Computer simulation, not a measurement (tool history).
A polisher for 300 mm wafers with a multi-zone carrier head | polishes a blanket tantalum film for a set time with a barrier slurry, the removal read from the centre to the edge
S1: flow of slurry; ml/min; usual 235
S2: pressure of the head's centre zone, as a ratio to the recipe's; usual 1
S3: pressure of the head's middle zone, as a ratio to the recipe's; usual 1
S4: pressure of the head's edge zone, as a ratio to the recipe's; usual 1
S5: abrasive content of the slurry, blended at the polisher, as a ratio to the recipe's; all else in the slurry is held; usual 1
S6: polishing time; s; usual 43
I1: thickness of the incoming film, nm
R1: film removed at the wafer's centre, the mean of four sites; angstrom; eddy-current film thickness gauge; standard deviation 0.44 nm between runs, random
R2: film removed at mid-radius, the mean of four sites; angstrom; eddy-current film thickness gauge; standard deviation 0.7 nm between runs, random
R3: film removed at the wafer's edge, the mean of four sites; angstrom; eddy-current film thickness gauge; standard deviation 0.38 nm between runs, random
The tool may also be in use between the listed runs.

run   hour   S1  S2    S3    S4    S5  S6     I1   R1   R2   R3
  1      0  235   1     1     1     1  43  199.2  491  505  483
      14.4  -- worn pad replaced by a new one
  2   58.3  235   1     1     1     1  43  200.9  489  493  488
  3  121.6  235   1     1     1     1  43  198.6  489  505  491
  4  165.6  235   1     1     1     1  43  200.3  487  491  494
  5  241.4  235   1     1  1.03     1  43  196.5  486  494  505
  6    282  235   1     1  1.03     1  43  199.3  488  502  487
     352.6  -- worn pad replaced by a new one
     359.8  -- slurry nozzle cleaned
  7  369.7  205   1     1     1     1  43  200.2  482  480  480
     373.7  -- centre zone pressure recalibrated
  8  406.1  235   1     1     1     1  43  201.7  494  495  487
  9  468.8  235   1     1     1     1  43  199.7  493  482  487
 10    572  235   1     1     1     1  43  196.7  492  515  490
     637.1  -- worn pad replaced by a new one
 11  653.2  170   1  1.04  1.04  0.75  43  199.4  437  459  448

Expected results for the next run?
 12  697.8  180  0.89  0.95   1   1  43  203.3   ?   ?   ?

{"run 12": {"R1": 426, "R2": 449, "R3": 474}}
With no hidden state in the tool, this same run would have given R1 426 angstrom, R2 449 angstrom, R3 474 angstrom.

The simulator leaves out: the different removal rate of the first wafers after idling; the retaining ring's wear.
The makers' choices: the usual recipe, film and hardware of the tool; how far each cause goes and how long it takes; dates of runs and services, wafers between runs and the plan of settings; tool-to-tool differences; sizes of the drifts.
